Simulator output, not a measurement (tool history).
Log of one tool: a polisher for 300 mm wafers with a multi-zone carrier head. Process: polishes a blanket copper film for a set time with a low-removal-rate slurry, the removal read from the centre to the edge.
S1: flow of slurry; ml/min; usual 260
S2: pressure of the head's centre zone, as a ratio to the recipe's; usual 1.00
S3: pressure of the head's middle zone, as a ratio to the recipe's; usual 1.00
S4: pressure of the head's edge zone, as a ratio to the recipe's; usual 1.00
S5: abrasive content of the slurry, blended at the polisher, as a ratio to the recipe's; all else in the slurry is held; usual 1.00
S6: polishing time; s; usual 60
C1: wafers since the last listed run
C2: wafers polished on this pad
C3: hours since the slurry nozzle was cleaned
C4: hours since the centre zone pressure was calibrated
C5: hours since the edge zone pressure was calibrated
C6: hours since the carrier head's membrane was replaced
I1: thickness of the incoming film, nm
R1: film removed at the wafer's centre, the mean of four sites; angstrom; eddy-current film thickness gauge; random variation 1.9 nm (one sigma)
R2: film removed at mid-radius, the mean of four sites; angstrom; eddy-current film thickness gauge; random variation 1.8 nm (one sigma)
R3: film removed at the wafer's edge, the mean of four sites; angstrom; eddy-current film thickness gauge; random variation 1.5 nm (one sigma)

| run | hour | S1 | S2 | S3 | S4 | S5 | S6 | C1 | C2 | C3 | C4 | C5 | C6 | I1 | R1 | R2 | R3 |
|---|---|---|---|---|---|---|---|---|---|---|---|---|---|---|---|---|---|
| 1 | 0.0 | 345 | 1.00 | 1.09 | 1.00 | 1.00 | 60 | 0 | 1076 | 99.6 | 488.2 | 130.7 | 75.9 | 692.2 | 1317 | 1578 | 1390 |
| 2 | 27.9 | 260 | 1.00 | 1.00 | 1.00 | 1.00 | 60 | 254 | 1330 | 127.5 | 516.1 | 158.6 | 103.8 | 704.5 | 1287 | 1422 | 1353 |
|  | 49.9 | worn pad replaced by a new one |
| 3 | 50.4 | 260 | 1.00 | 0.90 | 1.00 | 1.00 | 77 | 168 | 4 | 150.0 | 538.6 | 181.1 | 126.3 | 687.0 | 1609 | 1712 | 1763 |
| 4 | 80.5 | 225 | 0.94 | 1.09 | 1.00 | 1.00 | 51 | 274 | 278 | 180.1 | 568.7 | 211.2 | 156.4 | 690.5 | 991 | 1266 | 1117 |
|  | 94.8 | centre zone pressure recalibrated |
| 5 | 103.3 | 320 | 1.00 | 1.00 | 1.00 | 0.85 | 60 | 189 | 468 | 202.9 | 8.5 | 234.0 | 179.2 | 677.3 | 1343 | 1370 | 1324 |
| 6 | 119.8 | 260 | 1.00 | 1.00 | 1.00 | 0.90 | 60 | 150 | 618 | 219.4 | 25.0 | 250.5 | 195.7 | 691.3 | 1305 | 1371 | 1308 |
| 7 | 146.8 | 260 | 1.00 | 1.00 | 1.00 | 1.00 | 75 | 246 | 864 | 246.4 | 52.0 | 277.5 | 222.7 | 685.4 | 1686 | 1776 | 1670 |
| 8 | 165.2 | 335 | 1.00 | 1.00 | 1.06 | 1.00 | 60 | 167 | 1032 | 264.8 | 70.4 | 295.9 | 241.1 | 695.9 | 1369 | 1424 | 1380 |
| 9 | 180.0 | 260 | 0.95 | 0.95 | 1.00 | 1.00 | 60 | 134 | 1167 | 279.6 | 85.2 | 310.7 | 255.9 | 684.2 | 1282 | 1408 | 1330 |
| 10 | 213.6 | 260 | 1.11 | 0.93 | 1.00 | 1.00 | 60 | 306 | 1473 | 313.2 | 118.8 | 344.3 | 289.5 | 696.0 | 1469 | 1359 | 1357 |
| 11 | 243.1 | 260 | 1.00 | 1.00 | 1.00 | 1.00 | 60 | 268 | 1742 | 342.7 | 148.3 | 373.8 | 319.0 | 685.9 | 1292 | 1422 | 1348 |
|  | 259.0 | worn pad replaced by a new one |
| 12 | 261.1 | 260 | 1.00 | 1.00 | 1.00 | 1.00 | 60 | 127 | 19 | 360.7 | 166.3 | 391.8 | 337.0 | 701.7 | 1333 | 1441 | 1320 |
| 13 | 277.9 | 185 | 1.00 | 1.00 | 0.93 | 1.00 | 60 | 153 | 172 | 377.5 | 183.1 | 408.6 | 353.8 | 689.7 | 1230 | 1391 | 1287 |
| 14 | 293.6 | 260 | 1.00 | 1.00 | 1.05 | 1.00 | 60 | 143 | 315 | 393.2 | 198.8 | 424.3 | 369.5 | 692.1 | 1300 | 1406 | 1363 |
|  | 295.9 | edge zone pressure recalibrated |
| 15 | 321.0 | 260 | 1.00 | 1.00 | 1.00 | 1.00 | 60 | 231 | 546 | 420.6 | 226.2 | 25.1 | 396.9 | 686.7 | 1308 | 1430 | 1346 |
| 16 | 354.4 | 260 | 0.93 | 1.00 | 0.97 | 1.00 | 60 | 304 | 851 | 454.0 | 259.6 | 58.5 | 430.3 | 681.0 | 1199 | 1424 | 1319 |
| 17 | 372.0 | 180 | 1.00 | 1.00 | 1.00 | 1.00 | 68 | 160 | 1011 | 471.6 | 277.2 | 76.1 | 447.9 | 697.0 | 1395 | 1567 | 1451 |
| 18 | 386.9 | 260 | 0.95 | 1.09 | 1.00 | 1.15 | 60 | 135 | 1147 | 486.5 | 292.1 | 91.0 | 462.8 | 679.5 | 1222 | 1560 | 1415 |
| 19 | 419.5 | 260 | 1.00 | 1.00 | 1.00 | 0.80 | 60 | 297 | 1444 | 519.1 | 324.7 | 123.6 | 495.4 | 695.2 | 1220 | 1346 | 1275 |
| 20 | 440.5 | 260 | 1.09 | 1.00 | 1.00 | 1.00 | 60 | 191 | 1636 | 540.1 | 345.7 | 144.6 | 516.4 | 682.9 | 1370 | 1403 | 1319 |
| 21 | 464.4 | 260 | 1.00 | 0.95 | 1.00 | 1.00 | 60 | 217 | 1853 | 564.0 | 369.6 | 168.5 | 540.3 | 677.4 | 1264 | 1368 | 1347 |

Forecast each of these 5 alternatives for the next run:
| A | 464.8 | 260 | 1.00 | 1.00 | 1.00 | 1.00 | 60 | 3 | 1857 | 564.4 | 370.0 | 168.9 | 540.7 | 692.9 | ? | ? | ? |
| B | 464.8 | 260 | 1.00 | 1.00 | 0.89 | 1.00 | 60 | 3 | 1857 | 564.4 | 370.0 | 168.9 | 540.7 | 692.9 | ? | ? | ? |
| C | 464.8 | 260 | 1.00 | 1.00 | 0.93 | 1.00 | 60 | 3 | 1857 | 564.4 | 370.0 | 168.9 | 540.7 | 692.9 | ? | ? | ? |
| D | 464.8 | 260 | 1.04 | 1.00 | 1.12 | 1.25 | 60 | 3 | 1857 | 564.4 | 370.0 | 168.9 | 540.7 | 692.9 | ? | ? | ? |
| E | 464.8 | 260 | 0.89 | 1.00 | 1.00 | 1.00 | 60 | 3 | 1857 | 564.4 | 370.0 | 168.9 | 540.7 | 692.9 | ? | ? | ? |

| run | R1 | R2 | R3 |
|---|---|---|---|
| A | 1259 | 1404 | 1369 |
| B | 1259 | 1404 | 1324 |
| C | 1259 | 1404 | 1341 |
| D | 1391 | 1490 | 1506 |
| E | 1119 | 1405 | 1369 |
Without the tool's hidden state the same runs would have given:
| run | R1 | R2 | R3 |
|---|---|---|---|
| A | 1375 | 1404 | 1369 |
| B | 1375 | 1404 | 1324 |
| C | 1375 | 1404 | 1341 |
| D | 1518 | 1489 | 1506 |
| E | 1222 | 1404 | 1369 |

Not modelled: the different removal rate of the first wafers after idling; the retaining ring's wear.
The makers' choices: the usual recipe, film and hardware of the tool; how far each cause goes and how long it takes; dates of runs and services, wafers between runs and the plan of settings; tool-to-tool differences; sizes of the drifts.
